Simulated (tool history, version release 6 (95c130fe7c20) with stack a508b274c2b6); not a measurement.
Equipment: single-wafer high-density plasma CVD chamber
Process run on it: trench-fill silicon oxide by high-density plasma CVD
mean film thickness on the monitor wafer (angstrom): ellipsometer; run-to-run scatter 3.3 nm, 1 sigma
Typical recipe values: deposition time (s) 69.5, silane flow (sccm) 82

| run | hour | deposition time (s) | silane flow (sccm) | wafers since the last listed run | hours since the silane flow controller was replaced | hours since the gauge calibration | read-back reference wafer on the same gauge, thickness_nm | mean film thickness on the monitor wafer (angstrom) |
|---|---|---|---|---|---|---|---|---|
| 1 | 0.0 | 69.5 | 82 | 0 | 931.7 | 648.2 | 614.022 | 5816.32 |
| 2 | 68.5 | 65.5 | 89 | 1467 | 1000.2 | 716.7 | 613.575 | 5931.77 |
| 3 | 121.5 | 65.5 | 89 | 1135 | 1053.2 | 769.7 | 613.424 | 5985.46 |
| 4 | 151.5 | 65.5 | 89 | 642 | 1083.2 | 799.7 | 613.285 | 5906.11 |
| 5 | 355.1 | 69.5 | 82 | 4361 | 1286.8 | 1003.3 | 613.740 | 5792.11 |
| 6 | 401.7 | 69.5 | 82 | 998 | 1333.4 | 1049.9 | 614.233 | 5812.00 |
| 7 | 436.9 | 69.5 | 82 | 753 | 1368.6 | 1085.1 | 614.744 | 5869.02 |
| 8 | 473.6 | 69.5 | 82 | 786 | 1405.3 | 1121.8 | 615.067 | 5768.78 |
| 9 | 516.4 | 69.5 | 82 | 916 | 1448.1 | 1164.6 | 614.807 | 5772.96 |
| 10 | 546.1 | 69.5 | 82 | 636 | 1477.8 | 1194.3 | 614.462 | 5862.16 |
| 11 | 579.3 | 69.5 | 82 | 711 | 1511.0 | 1227.5 | 613.279 | 5833.21 |
| 12 | 639.5 | 69.5 | 74 | 1289 | 1571.2 | 1287.7 | 613.510 | 5264.72 |
| 13 | 687.2 | 69.5 | 74 | 1021 | 1618.9 | 1335.4 | 616.327 | 5238.11 |
| 14 | 794.2 | 69.5 | 82 | 2291 | 1725.9 | 1442.4 | 613.665 | 5836.58 |
| 15 | 852.2 | 69.5 | 82 | 1242 | 1783.9 | 1500.4 | 613.891 | 5854.29 |
| 16 | 900.9 | 69.5 | 82 | 1043 | 1832.6 | 1549.1 | 615.271 | 5783.82 |
| 17 | 937.3 | 69.5 | 77 | 779 | 1869.0 | 1585.5 | 615.165 | 5444.00 |
|  | 972.5 | gauge calibrated |
| 18 | 987.8 | 69.5 | 82 | 1081 | 1919.5 | 15.3 | 612.889 | 5727.97 |
| 19 | 1043.3 | 72.8 | 82 | 1188 | 1975.0 | 70.8 | 613.915 | 6065.91 |
| 20 | 1085.0 | 61.7 | 74 | 893 | 2016.7 | 112.5 | 614.882 | 4637.42 |
| 21 | 1128.4 | 60.4 | 93 | 929 | 2060.1 | 155.9 | 613.811 | 5708.33 |
| 22 | 1163.3 | 80.6 | 66 | 747 | 2095.0 | 190.8 | 613.009 | 5354.71 |
| 23 | 1189.1 | 69.5 | 82 | 552 | 2120.8 | 216.6 | 613.070 | 5793.75 |
| 24 | 1218.7 | 56.4 | 82 | 634 | 2150.4 | 246.2 | 613.525 | 4713.45 |
| 25 | 1255.2 | 69.5 | 82 | 781 | 2186.9 | 282.7 | 614.533 | 5736.15 |
| 26 | 1322.5 | 69.5 | 82 | 1441 | 2254.2 | 350.0 | 614.813 | 5818.95 |
| 27 | 1369.6 | 77.2 | 72 | 1008 | 2301.3 | 397.1 | 614.680 | 5671.29 |
|  | 1388.0 | silane flow controller replaced |
| 28 | 1426.5 | 77.4 | 70 | 1047 | 38.5 | 454.0 | 615.582 | 5487.86 |
| 29 | 1480.7 | 56.3 | 96 | 1160 | 92.7 | 508.2 | 615.079 | 5492.73 |
| 30 | 1533.0 | 69.5 | 82 | 1120 | 145.0 | 560.5 | 613.768 | 5827.52 |
| 31 | 1593.6 | 69.5 | 82 | 1298 | 205.6 | 621.1 | 612.495 | 5775.44 |
| 32 | 1622.7 | 69.5 | 82 | 623 | 234.7 | 650.2 | 613.285 | 5843.17 |
| 33 | 1653.7 | 57.8 | 71 | 664 | 265.7 | 681.2 | 614.536 | 4162.68 |
| 34 | 1720.0 | 73.0 | 93 | 1420 | 332.0 | 747.5 | 613.283 | 6919.96 |
| 35 | 1752.2 | 60.2 | 88 | 689 | 364.2 | 779.7 | 615.390 | 5407.00 |
| 36 | 1822.8 | 69.5 | 82 | 1512 | 434.8 | 850.3 | 615.188 | 5873.84 |
| 37 | 1854.5 | 64.3 | 74 | 679 | 466.5 | 882.0 | 614.732 | 4860.73 |
| 38 | 1904.5 | 69.5 | 82 | 1070 | 516.5 | 932.0 | 616.007 | 5813.95 |
| 39 | 1954.6 | 77.9 | 70 | 1073 | 566.6 | 982.1 | 612.929 | 5569.97 |

4 ways to go on from here, each from the tool as it stands after run 39. What would each give?
| A | 1955.0 | 73.1 | 82 | 8 | 567.0 | 982.5 | ? | ? |
| B | 1955.0 | 69.5 | 69 | 8 | 567.0 | 982.5 | ? | ? |
| C | 1955.0 | 59.0 | 66 | 8 | 567.0 | 982.5 | ? | ? |
| D | 1955.0 | 79.7 | 95 | 8 | 567.0 | 982.5 | ? | ? |

| run | read-back reference wafer on the same gauge, thickness_nm | mean film thickness on the monitor wafer (angstrom) |
|---|---|---|
| A | 615.959 | 6128.20 |
| B | 615.959 | 4902.70 |
| C | 615.959 | 3981.05 |
| D | 615.959 | 7740.76 |
Without the tool's hidden state the same runs would have given:
| run | mean film thickness on the monitor wafer (angstrom) |
|---|---|
| A | 6128.20 |
| B | 4902.70 |
| C | 3981.05 |
| D | 7740.76 |
